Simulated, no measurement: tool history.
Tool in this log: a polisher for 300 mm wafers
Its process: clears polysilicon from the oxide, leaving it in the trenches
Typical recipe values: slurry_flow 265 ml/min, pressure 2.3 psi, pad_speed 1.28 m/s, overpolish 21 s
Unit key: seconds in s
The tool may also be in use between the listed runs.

run    hour  slurry_flow  pressure  pad_speed  overpolish  wafers since the last listed run  wafers polished on this pad  hours since the slurry nozzle was cleaned  hours since the head pressure was calibrated  incoming thickness of the incoming film, nm  seconds
  1       0          225       2.3       1.28          21                                 0                         3220                                      428.4                                         451.5                                        333.5     27.4
  2    38.9          225       2.3       1.28          21                               557                         3777                                      467.3                                         490.4                                        330.2       27
  3   137.4          225       2.3       1.28          21                              1410                         5188                                      565.8                                         588.9                                        331.2     27.8
      175.3  -- slurry nozzle cleaned
  4   186.3          265       2.3       1.28          21                               686                         5874                                         11                                         637.8                                        329.4     27.2
  5   227.5          265       2.3       1.28          21                               590                         6464                                       52.2                                           679                                          333     26.7
      261.8  -- worn pad replaced by a new one
  6   279.2          265       2.3       1.28          21                               683                          248                                      103.9                                         730.7                                        332.3     27.5
  7   334.7          265       2.3       1.28          21                               794                         1043                                      159.4                                         786.2                                        328.3     27.3
  8   431.4          265       2.3       1.28          21                              1384                         2428                                      256.1                                         882.9                                        332.6     28.1
  9   531.9          265       2.3       1.28          21                              1439                         3867                                      356.6                                         983.4                                        331.5     28.3
 10     609          265       2.3       1.38          21                              1104                         4972                                      433.7                                        1060.5                                        329.6     26.8
 11   715.8          265       2.3       1.28          21                              1529                         6501                                      540.5                                        1167.3                                          330       28
      756.9  -- worn pad replaced by a new one
 12   798.7          265       2.3       1.28          21                              1130                          598                                      623.4                                        1250.2                                        336.1     30.5
 13   869.9          265       1.7       1.28          21                              1019                         1618                                      694.6                                        1321.4                                        333.3     40.3
      897.4  -- slurry nozzle cleaned
 14   964.3          300       1.9       0.88          17                              1337                         2956                                       66.9                                        1415.8                                        330.4     50.6
      985.1  -- head pressure recalibrated
 15  1022.3          265       2.3       1.42          10                               802                         3758                                      124.9                                          37.2                                        329.9     23.5
 16  1127.4          265       2.3       1.58          15                              1505                         5263                                        230                                         142.3                                        327.9     21.7
 17    1185          210       1.7       1.28          21                               824                         6088                                      287.6                                         199.9                                        332.8     36.2
 18  1248.4          265       2.8       1.28          32                               908                         6996                                        351                                         263.3                                        331.6     21.2
 19  1320.8          265       2.9       1.44          21                              1036                         8033                                      423.4                                         335.7                                          329     19.2
     1393.8  -- worn pad replaced by a new one
 20  1415.4          325       2.6        1.1          21                              1297                          308                                        518                                         430.3                                        328.7     25.9
 21  1498.1          265       2.3       1.28          13                              1184                         1493                                      600.7                                           513                                        330.4     25.7
 22  1545.7          265       2.3       1.16          16                               681                         2175                                      648.3                                         560.6                                        331.3     28.9
 23  1581.9          265       2.3       1.28          25                               518                         2693                                      684.5                                         596.8                                        333.3     26.5
 24  1643.3          265       1.8       1.62          21                               879                         3572                                      745.9                                         658.2                                        331.1     27.7
       1646  -- slurry nozzle cleaned
 25  1683.2          355       2.3       1.28          21                               557                         4130                                       37.2                                         698.1                                        331.4     26.6
 26  1739.8          265       2.3       1.28          21                               810                         4940                                       93.8                                         754.7                                        328.1       27
 27    1939          265       2.5       1.48          21                              2853                         7793                                        293                                         953.9                                        328.6     22.1
 28  2011.9          265       2.3       1.28          21                              1044                         8837                                      365.9                                        1026.8                                        332.2     27.6

Run 29, settings as shown, results not yet in. Your forecast:
     2049.1  -- worn pad replaced by a new one
 29  2112.6          265       2.3       1.28          21                              1384                          909                                      466.6                                        1127.5                                        329.9        ?

{"run 29": {"seconds": 28.4}}
With no hidden state in the tool, this same run would have given seconds 26.2 s.
